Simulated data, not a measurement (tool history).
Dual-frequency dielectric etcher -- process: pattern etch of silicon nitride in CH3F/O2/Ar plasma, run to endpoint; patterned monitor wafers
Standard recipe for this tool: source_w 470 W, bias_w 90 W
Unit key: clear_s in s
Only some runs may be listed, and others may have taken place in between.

run     day  source_w  bias_w  wafers since the last listed run  hours since the last wet clean  hours since the last source power generator calibration  hours since the last bias power generator calibration  hours since the last upper electrode change  incoming incoming film thickness, nm  clear_s
  1       0       470      90                                 0                           103.4                                                   1653.9                                                 1898.7                                       3449.4                                  54.5     75.9
  2   0.883       470      90                               151                           124.6                                                   1675.1                                                 1919.9                                       3470.6                                  54.3     74.8
  3   1.404       470     103                                89                           137.1                                                   1687.6                                                 1932.4                                       3483.1                                  54.8     71.8
  4   2.688       470     103                               219                           167.9                                                   1718.4                                                 1963.2                                       3513.9                                    55     71.8
  5   3.988       470      90                               222                           199.1                                                   1749.6                                                 1994.4                                       3545.1                                  54.3       75
  6   4.838       470     102                               145                           219.5                                                     1770                                                 2014.8                                       3565.5                                  54.2     71.2
  7   6.196       470     102                               232                           252.1                                                   1802.6                                                 2047.4                                       3598.1                                  54.5     72.2
  8   6.912       470     102                               122                           269.3                                                   1819.8                                                 2064.6                                       3615.3                                  54.6     72.2
  9   8.208       390      90                               221                           300.4                                                   1850.9                                                 2095.7                                       3646.4                                  53.9     80.6
 10   9.204       390      90                               170                           324.3                                                   1874.8                                                 2119.6                                       3670.3                                  54.6     82.5
 11  10.062       470      90                               146                           344.9                                                   1895.4                                                 2140.2                                       3690.9                                  54.6     76.8
     11.483  -- upper electrode replaced
 12  11.504       470      90                                75                           379.5                                                     1930                                                 2174.8                                          0.5                                  54.5     77.5
 13  11.971       470      90                                79                           390.7                                                   1941.2                                                   2186                                         11.7                                  54.3     77.4
 14  13.154       470      90                               202                           419.1                                                   1969.6                                                 2214.4                                         40.1                                  54.7     78.8
     13.654  -- bias power generator calibrated
     14.521  -- wet clean of the chamber
 15  14.588       570     105                                68                             1.6                                                     2004                                                   22.4                                         74.5                                  54.4     64.5
 16  15.225       400      73                               108                            16.9                                                   2019.3                                                   37.7                                         89.8                                  53.8     84.2
 17  16.371       470     103                               195                            44.4                                                   2046.8                                                   65.2                                        117.3                                  54.9     71.4
 18  16.979       530      76                               104                              59                                                   2061.4                                                   79.8                                        131.9                                  54.2     76.1
 19  17.533       560      90                                94                            72.3                                                   2074.7                                                   93.1                                        145.2                                  55.4       71
 20  18.342       360     103                               138                            91.7                                                   2094.1                                                  112.5                                        164.6                                  54.7     78.8
 21  19.038       470      90                               118                           108.4                                                   2110.8                                                  129.2                                        181.3                                  54.7     75.6
      19.35  -- source power generator calibrated
 22  19.638       350     105                                74                           122.8                                                      6.9                                                  143.6                                        195.7                                  54.6     79.9
 23  20.454       380      74                               139                           142.4                                                     26.5                                                  163.2                                        215.3                                  54.3     87.2
 24  21.558       530      77                               188                           168.9                                                       53                                                  189.7                                        241.8                                  54.5     75.9
 25  22.525       470      90                               165                           192.1                                                     76.2                                                  212.9                                          265                                  54.3     75.7
 26  23.192       380      99                               113                           208.1                                                     92.2                                                  228.9                                          281                                  54.7     79.6
 27  24.179       470      90                               168                           231.8                                                    115.9                                                  252.6                                        304.7                                  54.6     75.9
 28  24.754       470      90                                98                           245.6                                                    129.7                                                  266.4                                        318.5                                  54.7     77.4

4 ways to go on from here, each from the tool as it stands after run 28. What would each give?
  A  24.771       410      90                                 2                             246                                                    130.1                                                  266.8                                        318.9                                  54.2        ?
  B  24.771       590      90                                 2                             246                                                    130.1                                                  266.8                                        318.9                                  54.2        ?
  C  24.771       350     101                                 2                             246                                                    130.1                                                  266.8                                        318.9                                  54.2        ?
  D  24.771       470      74                                 2                             246                                                    130.1                                                  266.8                                        318.9                                  54.2        ?

run  clear_s
  A     80.1
  B     69.5
  C     81.6
  D     81.4
The same runs, with their run-to-run variation unchanged, on a tool lacking any hidden condition would have given:
run  clear_s
  A     77.6
  B     67.4
  C     79.1
  D       79
